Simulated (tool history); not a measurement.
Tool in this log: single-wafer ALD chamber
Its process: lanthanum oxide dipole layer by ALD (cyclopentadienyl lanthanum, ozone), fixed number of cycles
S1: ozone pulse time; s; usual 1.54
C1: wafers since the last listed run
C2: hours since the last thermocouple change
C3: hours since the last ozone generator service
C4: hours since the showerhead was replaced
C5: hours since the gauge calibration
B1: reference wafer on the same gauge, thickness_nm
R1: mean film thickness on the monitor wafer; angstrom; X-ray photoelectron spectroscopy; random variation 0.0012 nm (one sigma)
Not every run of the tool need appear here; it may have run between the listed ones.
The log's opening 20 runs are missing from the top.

run    hour    S1    C1      C2     C3      C4      C5     B1    R1
     1812.1  -- ozone generator serviced
 21  1835.4  2.14   668   706.4   23.3   605.4   566.0  0.493  5.83
 22  1902.6  1.12  1211   773.6   90.5   672.6   633.2  0.493  5.42
 23  1940.8  1.37   688   811.8  128.7   710.8   671.4  0.493  5.56
 24  2039.7  1.54  1782   910.7  227.6   809.7   770.3  0.493  5.66
 25  2114.8  1.54  1353   985.8  302.7   884.8   845.4  0.493  5.64
 26  2205.1  1.86  1627  1076.1  393.0   975.1   935.7  0.493  5.73
 27  2252.3  1.92   850  1123.3  440.2  1022.3   982.9  0.493  5.78
 28  2290.2  1.54   683  1161.2  478.1  1060.2  1020.8  0.493  5.62
 29  2362.0  1.70  1294  1233.0  549.9  1132.0  1092.6  0.493  5.71
     2413.1  -- thermocouple changed; heater temperature recalibrated
 30  2421.6  1.54   930     8.5  609.5  1191.6  1152.2  0.492  5.64

The next listed run, before its measurement:
 31  2515.4  1.26  1690  102.3  703.3  1285.4  1246.0   ?   ?

Run 31 came out at B1 0.493, R1 5.50 angstrom.
With the hidden condition absent and the run-to-run variation left alone, this run would have shown R1 5.50 angstrom.
